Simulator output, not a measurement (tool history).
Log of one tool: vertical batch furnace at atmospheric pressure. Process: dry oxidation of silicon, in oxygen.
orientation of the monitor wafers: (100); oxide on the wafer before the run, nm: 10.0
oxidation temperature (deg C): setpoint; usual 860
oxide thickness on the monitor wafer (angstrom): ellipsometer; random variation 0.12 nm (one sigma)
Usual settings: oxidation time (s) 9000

run     day  oxidation temperature (deg C)  oxidation time (s)  wafers since the last listed run  hours since the last temperature calibration  hours since the boat lift was adjusted  hours since the gauge calibration  read-back reference wafer on the same gauge, thickness  oxide thickness on the monitor wafer (angstrom)
  1   0.000                            860                9000                                 0                                        2349.2                                  2794.0                              972.5                                                   28.31                                            261.8
  2   2.758                            860                9000                               491                                        2415.4                                  2860.2                             1038.7                                                   28.27                                            264.2
  3   5.275                            860                9000                               448                                        2475.8                                  2920.6                             1099.1                                                   28.25                                            261.9
  4   8.096                            860                7950                               502                                        2543.5                                  2988.3                             1166.8                                                   28.16                                            245.6
  5  10.150                            860                7950                               366                                        2592.8                                  3037.6                             1216.1                                                   28.16                                            246.9
  6  13.179                            860                7950                               539                                        2665.5                                  3110.3                             1288.8                                                   28.08                                            246.2
  7  14.946                            843                9000                               314                                        2707.9                                  3152.7                             1331.2                                                   28.07                                            226.6
  8  17.121                            843                9000                               387                                        2760.1                                  3204.9                             1383.4                                                   28.00                                            226.8
  9  19.754                            843                9000                               469                                        2823.3                                  3268.1                             1446.6                                                   27.98                                            224.6
 10  22.621                            860                9000                               510                                        2892.1                                  3336.9                             1515.4                                                   27.90                                            259.0
 11  24.996                            860                9000                               423                                        2949.1                                  3393.9                             1572.4                                                   27.84                                            259.5
 12  26.146                            860                9000                               204                                        2976.7                                  3421.5                             1600.0                                                   27.84                                            259.9
     26.671  -- gauge calibrated
     28.108  -- thermocouples replaced and temperature profile calibrated
 13  28.129                            860                9000                               175                                           0.5                                  3469.1                               35.0                                                   29.02                                            269.2
 14  28.879                            860                9000                               133                                          18.5                                  3487.1                               53.0                                                   29.03                                            269.5
     30.558  -- boat lift adjusted
 15  31.250                            854                9000                               244                                          75.4                                    16.6                              109.9                                                   28.94                                            254.9
 16  32.742                            854                9000                               265                                         111.2                                    52.4                              145.7                                                   28.93                                            255.5
 17  37.642                            843                6390                               873                                         228.8                                   170.0                              263.3                                                   28.87                                            199.4
 18  39.000                            860                9000                               242                                         261.4                                   202.6                              295.9                                                   28.81                                            268.4
 19  41.504                            840                7710                               446                                         321.5                                   262.7                              356.0                                                   28.79                                            212.7
 20  43.529                            885                6240                               360                                         370.1                                   311.3                              404.6                                                   28.73                                            272.7
 21  45.204                            860               10950                               298                                         410.3                                   351.5                              444.8                                                   28.74                                            297.0
 22  47.862                            860                9000                               473                                         474.1                                   415.3                              508.6                                                   28.66                                            265.2
 23  50.633                            860                9000                               493                                         540.6                                   481.8                              575.1                                                   28.59                                            265.3
 24  53.629                            860                9000                               533                                         612.5                                   553.7                              647.0                                                   28.56                                            264.7
 25  54.883                            841                4920                               223                                         642.6                                   583.8                              677.1                                                   28.53                                            176.0
 26  56.938                            860                9000                               366                                         691.9                                   633.1                              726.4                                                   28.48                                            263.5
 27  58.062                            884               13170                               200                                         718.9                                   660.1                              753.4                                                   28.48                                            407.8
 28  59.946                            860                9000                               335                                         764.1                                   705.3                              798.6                                                   28.44                                            265.2
 29  62.258                            875                7440                               412                                         819.6                                   760.8                              854.1                                                   28.37                                            270.9
 30  63.975                            835                7680                               305                                         860.8                                   802.0                              895.3                                                   28.35                                            201.1
 31  65.079                            871               12270                               196                                         887.3                                   828.5                              921.8                                                   28.34                                            343.7
 32  67.125                            872                4920                               364                                         936.4                                   877.6                              970.9                                                   28.29                                            216.5

Hidden state at the last listed run before each entry between runs and at the first one after, where it differs:
Between runs 12 and 13: gauge calibrated (day 26.671); thermocouples replaced and temperature profile calibrated (day 28.108)
  gauge reads high (%): -3.98 -> 0.068
  measured less the result without the state, oxide thickness on the monitor wafer (angstrom): -10.7 -> +0.2
Between runs 14 and 15: boat lift adjusted (day 30.558)
  gauge reads high (%): 0.0207 -> -0.129
  measured less the result without the state, oxide thickness on the monitor wafer (angstrom): +0.0 -> -0.3

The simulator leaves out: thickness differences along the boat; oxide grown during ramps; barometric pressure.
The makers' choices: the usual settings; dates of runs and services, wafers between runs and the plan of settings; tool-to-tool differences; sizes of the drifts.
